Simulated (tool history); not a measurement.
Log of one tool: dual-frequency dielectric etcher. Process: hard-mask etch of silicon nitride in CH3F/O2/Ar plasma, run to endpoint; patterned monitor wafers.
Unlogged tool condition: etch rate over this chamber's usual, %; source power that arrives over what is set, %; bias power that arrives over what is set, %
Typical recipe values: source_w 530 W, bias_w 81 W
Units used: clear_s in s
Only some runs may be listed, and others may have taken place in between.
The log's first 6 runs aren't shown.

| run | hour | source_w | bias_w | wafers since the last listed run | hours since the last wet clean | hours since the last source power generator calibration | hours since the last bias power generator calibration | hours since the last upper electrode change | incoming incoming film thickness, nm | clear_s |
|---|---|---|---|---|---|---|---|---|---|---|
|  | 303.3 | wet clean of the chamber |
| 7 | 303.8 | 530 | 81 | 343 | 0.5 | 4137.5 | 1498.7 | 5896.7 | 35.49 | 43.4 |
| 8 | 338.2 | 530 | 72 | 259 | 34.9 | 4171.9 | 1533.1 | 5931.1 | 35.3 | 44.6 |
| 9 | 373.7 | 530 | 72 | 268 | 70.4 | 4207.4 | 1568.6 | 5966.6 | 35.93 | 44.8 |
| 10 | 434.3 | 530 | 72 | 457 | 131 | 4268 | 1629.2 | 6027.2 | 34.99 | 43.7 |
| 11 | 472.2 | 530 | 67 | 286 | 168.9 | 4305.9 | 1667.1 | 6065.1 | 35 | 44.7 |
|  | 523 | upper electrode replaced |
| 12 | 537.8 | 480 | 81 | 314 | 234.5 | 4371.5 | 1732.7 | 14.8 | 35.39 | 44.7 |
| 13 | 562.3 | 530 | 71 | 185 | 259 | 4396 | 1757.2 | 39.3 | 35.69 | 44.7 |
| 14 | 605.1 | 530 | 71 | 323 | 301.8 | 4438.8 | 1800 | 82.1 | 35.49 | 43.7 |
| 15 | 643.3 | 530 | 71 | 288 | 340 | 4477 | 1838.2 | 120.3 | 35.01 | 43.4 |
|  | 707.2 | source power generator calibrated |
|  | 720.2 | wet clean of the chamber |
| 16 | 720.7 | 530 | 93 | 456 | 0.5 | 13.5 | 1915.6 | 197.7 | 35.49 | 41.4 |
| 17 | 767.8 | 530 | 63 | 355 | 47.6 | 60.6 | 1962.7 | 244.8 | 35.16 | 46 |
|  | 785.9 | bias power generator calibrated |
| 18 | 807.4 | 400 | 70 | 269 | 87.2 | 100.2 | 21.5 | 284.4 | 35.51 | 51.2 |
| 19 | 865.1 | 440 | 74 | 436 | 144.9 | 157.9 | 79.2 | 342.1 | 34.87 | 47.2 |
| 20 | 921 | 570 | 70 | 422 | 200.8 | 213.8 | 135.1 | 398 | 35.52 | 43.3 |
| 21 | 967.1 | 530 | 81 | 348 | 246.9 | 259.9 | 181.2 | 444.1 | 35.18 | 42 |
| 22 | 1003.8 | 420 | 72 | 277 | 283.6 | 296.6 | 217.9 | 480.8 | 35.17 | 48.6 |
| 23 | 1039.1 | 530 | 81 | 266 | 318.9 | 331.9 | 253.2 | 516.1 | 35.4 | 42.1 |

Run 24 is up next; what results do you expect?
| 24 | 1075.7 | 590 | 92 | 276 | 355.5 | 368.5 | 289.8 | 552.7 | 35.05 | ? |

{"run 24": {"clear_s": 38}}
With no hidden state in the tool, this same run would have given clear_s 39 s.
